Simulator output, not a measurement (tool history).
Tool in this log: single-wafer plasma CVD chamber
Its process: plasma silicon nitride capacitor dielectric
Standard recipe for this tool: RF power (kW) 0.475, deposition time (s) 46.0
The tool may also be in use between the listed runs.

run   hour  RF power (kW)  deposition time (s)  wafers since the last listed run  hours since the last RF generator calibration  hours since the showerhead was replaced  hours since the gauge calibration  read-back reference wafer on the same gauge, thickness_nm  mean film thickness on the monitor wafer (angstrom)
  1    0.0          0.475                 51.5                                 0                                          182.6                                   8344.6                              430.0                                                     69.117                                               755.28
  2   20.0          0.475                 51.5                               630                                          202.6                                   8364.6                              450.0                                                     69.061                                               754.86
  3   50.7          0.475                 51.5                               967                                          233.3                                   8395.3                              480.7                                                     69.105                                               753.46
  4   70.4          0.415                 46.0                               620                                          253.0                                   8415.0                              500.4                                                     69.058                                               634.18
  5   83.5          0.415                 46.0                               412                                          266.1                                   8428.1                              513.5                                                     69.126                                               635.14
  6  114.9          0.415                 46.0                               989                                          297.5                                   8459.5                              544.9                                                     69.182                                               632.85
  7  140.2          0.530                 41.6                               797                                          322.8                                   8484.8                              570.2                                                     69.226                                               638.32
  8  153.9          0.500                 49.7                               431                                          336.5                                   8498.5                              583.9                                                     69.106                                               744.14
  9  185.8          0.500                 49.7                              1005                                          368.4                                   8530.4                              615.8                                                     69.072                                               741.20
 10  219.2          0.500                 49.7                              1052                                          401.8                                   8563.8                              649.2                                                     69.100                                               736.84
 11  246.7          0.475                 46.0                               866                                          429.3                                   8591.3                              676.7                                                     69.087                                               673.31
 12  262.4          0.475                 48.1                               494                                          445.0                                   8607.0                              692.4                                                     69.109                                               700.19
 13  286.0          0.475                 48.1                               743                                          468.6                                   8630.6                              716.0                                                     69.155                                               703.60
 14  309.6          0.445                 46.0                               743                                          492.2                                   8654.2                              739.6                                                     69.047                                               651.84
 15  338.3          0.445                 46.0                               904                                          520.9                                   8682.9                              768.3                                                     69.050                                               653.34
 16  351.6          0.445                 46.0                               419                                          534.2                                   8696.2                              781.6                                                     69.095                                               651.09
 17  364.0          0.475                 43.7                               390                                          546.6                                   8708.6                              794.0                                                     69.190                                               637.42
 18  467.3          0.475                 46.0                              3254                                          649.9                                   8811.9                              897.3                                                     69.164                                               666.51
 19  496.1          0.500                 49.7                               907                                          678.7                                   8840.7                              926.1                                                     69.026                                               737.02

Run 20, settings as shown, results not yet in. Your forecast:
     512.3  -- showerhead replaced
 20  521.7          0.500                 49.7                               554                                          704.3                                      9.4                              951.7                                                          ?                                                    ?

Run 20 came out at read-back reference wafer on the same gauge, thickness_nm 69.120, mean film thickness on the monitor wafer (angstrom) 737.04.
Minus the tool's unlogged condition, the same run would have read mean film thickness on the monitor wafer (angstrom) 746.62.
